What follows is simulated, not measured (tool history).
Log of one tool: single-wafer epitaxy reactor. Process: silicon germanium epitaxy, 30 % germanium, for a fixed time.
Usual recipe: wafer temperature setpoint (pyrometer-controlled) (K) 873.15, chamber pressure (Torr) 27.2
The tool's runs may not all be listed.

| run | hour | wafer temperature setpoint (pyrometer-controlled) (K) | chamber pressure (Torr) | wafers since the last listed run | hours since the last pyrometer calibration | hours since the last manometer calibration | hours since the showerhead was replaced | hours since the gauge calibration | read-back reference wafer on the same gauge, thickness_nm | mean film thickness on the monitor wafer (angstrom) |
|---|---|---|---|---|---|---|---|---|---|---|
| 1 | 0.0 | 873.15 | 27.2 | 0 | 405.1 | 1095.0 | 2147.4 | 453.3 | 63.893 | 610.70 |
| 2 | 48.0 | 873.15 | 27.2 | 739 | 453.1 | 1143.0 | 2195.4 | 501.3 | 64.009 | 617.98 |
| 3 | 153.1 | 873.15 | 27.2 | 1619 | 558.2 | 1248.1 | 2300.5 | 606.4 | 63.950 | 617.02 |
|  | 193.3 | capacitance manometer re-zeroed and calibrated |
| 4 | 255.8 | 873.15 | 24.7 | 1458 | 660.9 | 62.5 | 2403.2 | 709.1 | 64.013 | 584.41 |
| 5 | 306.7 | 873.15 | 24.7 | 784 | 711.8 | 113.4 | 2454.1 | 760.0 | 64.006 | 586.15 |
| 6 | 349.8 | 873.15 | 24.7 | 663 | 754.9 | 156.5 | 2497.2 | 803.1 | 64.005 | 590.05 |
| 7 | 457.1 | 866.15 | 31.5 | 1653 | 862.2 | 263.8 | 2604.5 | 910.4 | 64.027 | 581.42 |
| 8 | 548.2 | 866.15 | 31.5 | 1403 | 953.3 | 354.9 | 2695.6 | 1001.5 | 63.910 | 584.33 |
| 9 | 645.2 | 883.15 | 27.2 | 1494 | 1050.3 | 451.9 | 2792.6 | 1098.5 | 64.003 | 735.03 |
| 10 | 682.8 | 883.15 | 27.2 | 579 | 1087.9 | 489.5 | 2830.2 | 1136.1 | 64.061 | 734.55 |
|  | 701.1 | pyrometer calibrated |
| 11 | 737.8 | 884.15 | 27.2 | 724 | 36.7 | 544.5 | 2885.2 | 1191.1 | 64.002 | 736.50 |
| 12 | 797.9 | 873.15 | 27.2 | 925 | 96.8 | 604.6 | 2945.3 | 1251.2 | 63.987 | 612.21 |
| 13 | 875.2 | 873.15 | 27.2 | 1190 | 174.1 | 681.9 | 3022.6 | 1328.5 | 63.941 | 611.64 |
|  | 931.2 | gauge calibrated |
| 14 | 956.2 | 861.15 | 30.2 | 1247 | 255.1 | 762.9 | 3103.6 | 25.0 | 63.991 | 517.61 |
| 15 | 1022.3 | 866.15 | 25.4 | 1018 | 321.2 | 829.0 | 3169.7 | 91.1 | 63.958 | 521.85 |
|  | 1045.4 | showerhead replaced |
| 16 | 1125.3 | 873.15 | 27.2 | 1463 | 424.2 | 932.0 | 79.9 | 194.1 | 64.020 | 618.06 |
| 17 | 1208.0 | 860.15 | 20.5 | 1274 | 506.9 | 1014.7 | 162.6 | 276.8 | 63.983 | 418.45 |
| 18 | 1246.6 | 863.15 | 27.2 | 594 | 545.5 | 1053.3 | 201.2 | 315.4 | 64.002 | 512.83 |
|  | 1273.0 | capacitance manometer re-zeroed and calibrated |
| 19 | 1332.4 | 887.15 | 24.9 | 1198 | 631.3 | 59.4 | 287.0 | 401.2 | 64.043 | 752.50 |
| 20 | 1371.1 | 886.15 | 21.2 | 596 | 670.0 | 98.1 | 325.7 | 439.9 | 64.065 | 675.05 |
| 21 | 1437.9 | 869.15 | 27.2 | 1029 | 736.8 | 164.9 | 392.5 | 506.7 | 63.996 | 574.32 |
| 22 | 1476.2 | 860.15 | 22.1 | 590 | 775.1 | 203.2 | 430.8 | 545.0 | 64.030 | 434.29 |
| 23 | 1545.7 | 880.15 | 33.5 | 1070 | 844.6 | 272.7 | 500.3 | 614.5 | 63.948 | 778.59 |
| 24 | 1649.7 | 873.15 | 27.2 | 1602 | 948.6 | 376.7 | 604.3 | 718.5 | 64.003 | 610.26 |

Consider 3 possible next runs. They are alternatives, not a sequence: every one starts from the tool as it was left by run 24. What does each give?
| A | 1650.1 | 873.15 | 27.2 | 6 | 949.0 | 377.1 | 604.7 | 718.9 | ? | ? |
| B | 1650.1 | 873.15 | 33.7 | 6 | 949.0 | 377.1 | 604.7 | 718.9 | ? | ? |
| C | 1650.1 | 858.15 | 29.0 | 6 | 949.0 | 377.1 | 604.7 | 718.9 | ? | ? |

| run | read-back reference wafer on the same gauge, thickness_nm | mean film thickness on the monitor wafer (angstrom) |
|---|---|---|
| A | 63.992 | 613.87 |
| B | 63.992 | 682.58 |
| C | 63.992 | 482.93 |
Had the tool no hidden state, the same runs would have come out as:
| run | mean film thickness on the monitor wafer (angstrom) |
|---|---|
| A | 613.87 |
| B | 682.58 |
| C | 482.93 |
